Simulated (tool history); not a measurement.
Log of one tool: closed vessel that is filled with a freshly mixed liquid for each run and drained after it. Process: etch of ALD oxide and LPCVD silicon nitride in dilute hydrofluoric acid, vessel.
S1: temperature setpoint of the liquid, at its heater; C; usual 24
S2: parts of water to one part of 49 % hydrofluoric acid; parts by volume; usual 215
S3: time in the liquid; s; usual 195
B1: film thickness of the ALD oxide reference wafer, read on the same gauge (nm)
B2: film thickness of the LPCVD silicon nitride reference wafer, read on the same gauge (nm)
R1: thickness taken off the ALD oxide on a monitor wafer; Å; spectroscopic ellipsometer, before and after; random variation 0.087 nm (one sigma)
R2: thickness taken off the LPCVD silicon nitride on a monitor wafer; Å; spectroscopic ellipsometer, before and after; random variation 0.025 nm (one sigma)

run 1 day=0 | S1=24 S2=215 S3=195 | B1=51.65 B2=154.903 | R1=90 R2=5.04
run 2 day=0.588 | S1=24 S2=250 S3=195 | B1=51.68 B2=154.988 | R1=75.5 R2=4.39
run 3 day=1.85 | S1=24 S2=250 S3=195 | B1=51.71 B2=155.14 | R1=75.1 R2=4.3
-- day=5.538 hydrofluoric acid flow meter replaced
run 4 day=5.754 | S1=24 S2=250 S3=195 | B1=51.9 B2=155.737 | R1=74.3 R2=4.13
run 5 day=6.904 | S1=24 S2=215 S3=195 | B1=52 B2=155.911 | R1=91.6 R2=5.12
run 6 day=7.583 | S1=24 S2=275 S3=195 | B1=52 B2=155.995 | R1=67.1 R2=3.6
run 7 day=9.017 | S1=24 S2=275 S3=195 | B1=52.06 B2=156.213 | R1=67.7 R2=3.65
run 8 day=10.512 | S1=24 S2=275 S3=195 | B1=52.17 B2=156.395 | R1=67.2 R2=4.07
run 9 day=11.175 | S1=21.5 S2=215 S3=260 | B1=52.16 B2=156.502 | R1=110.2 R2=6.01
run 10 day=12.529 | S1=24 S2=215 S3=230 | B1=52.2 B2=156.706 | R1=108.7 R2=6.3
-- day=13.046 gauge calibrated
-- day=13.658 thermometer replaced
run 11 day=13.679 | S1=22.5 S2=300 S3=130 | B1=49.65 B2=149.073 | R1=36.4 R2=1.96
run 12 day=15.096 | S1=20.5 S2=215 S3=225 | B1=49.77 B2=149.283 | R1=88.4 R2=4.57
run 13 day=16.338 | S1=24 S2=215 S3=195 | B1=49.83 B2=149.467 | R1=87.6 R2=4.92
run 14 day=16.933 | S1=24 S2=215 S3=195 | B1=49.87 B2=149.56 | R1=86.1 R2=4.55
run 15 day=17.708 | S1=20 S2=120 S3=255 | B1=49.86 B2=149.685 | R1=193.8 R2=9.35
run 16 day=18.55 | S1=24 S2=215 S3=225 | B1=49.94 B2=149.763 | R1=101.7 R2=5.12
run 17 day=20.017 | S1=27 S2=315 S3=115 | B1=49.99 B2=149.991 | R1=35.6 R2=2.21
run 18 day=20.854 | S1=24 S2=215 S3=100 | B1=50.05 B2=150.085 | R1=45.6 R2=2.47
run 19 day=21.421 | S1=24 S2=215 S3=195 | B1=50.07 B2=150.232 | R1=87.5 R2=4.98
run 20 day=22.725 | S1=24 S2=115 S3=155 | B1=50.11 B2=150.387 | R1=144 R2=7.26
run 21 day=24.208 | S1=24 S2=215 S3=275 | B1=50.2 B2=150.609 | R1=124.2 R2=6.86
run 22 day=24.892 | S1=22.5 S2=300 S3=130 | B1=50.22 B2=150.703 | R1=36.5 R2=2.13
run 23 day=25.812 | S1=24 S2=120 S3=195 | B1=50.25 B2=150.827 | R1=173.7 R2=8.56
run 24 day=27.408 | S1=24 S2=320 S3=260 | B1=50.36 B2=151.054 | R1=71 R2=4.33
run 25 day=28.462 | S1=22 S2=310 S3=290 | B1=50.4 B2=151.201 | R1=77.2 R2=4.27
run 26 day=29.708 | S1=24 S2=150 S3=195 | B1=50.44 B2=151.366 | R1=138.8 R2=7.08

Measured less the same run without the tool's hidden state. The same run-to-run variation is in both; the gauge's scatter may not be:
The hidden state here: liquid colder than its thermometer reads (K); hydrofluoric acid flow above the setpoint (%); gauge reads high (%).
run=1 R1=+2.8 R2=+0.16
run=2 R1=+2.5 R2=+0.14
run=3 R1=+2.5 R2=+0.14
run=4 R1=+2.8 R2=+0.16
run=5 R1=+3.5 R2=+0.19
run=6 R1=+2.5 R2=+0.14
run=7 R1=+2.7 R2=+0.15
run=8 R1=+2.7 R2=+0.16
run=9 R1=+4.6 R2=+0.25
run=10 R1=+4.7 R2=+0.27
run=11 R1=-0.2 R2=-0.01
run=12 R1=-0.4 R2=-0.02
run=13 R1=-0.3 R2=-0.01
run=14 R1=-0.2 R2=-0.01
run=15 R1=-0.5 R2=-0.02
run=16 R1=-0.1 R2=+0
run=17 R1=+0 R2=+0
run=18 R1=+0 R2=+0
run=19 R1=+0.1 R2=+0.01
run=20 R1=+0.3 R2=+0.02
run=21 R1=+0.5 R2=+0.02
run=22 R1=+0.2 R2=+0.01
run=23 R1=+0.9 R2=+0.05
run=24 R1=+0.5 R2=+0.03
run=25 R1=+0.6 R2=+0.03
run=26 R1=+1.3 R2=+0.06

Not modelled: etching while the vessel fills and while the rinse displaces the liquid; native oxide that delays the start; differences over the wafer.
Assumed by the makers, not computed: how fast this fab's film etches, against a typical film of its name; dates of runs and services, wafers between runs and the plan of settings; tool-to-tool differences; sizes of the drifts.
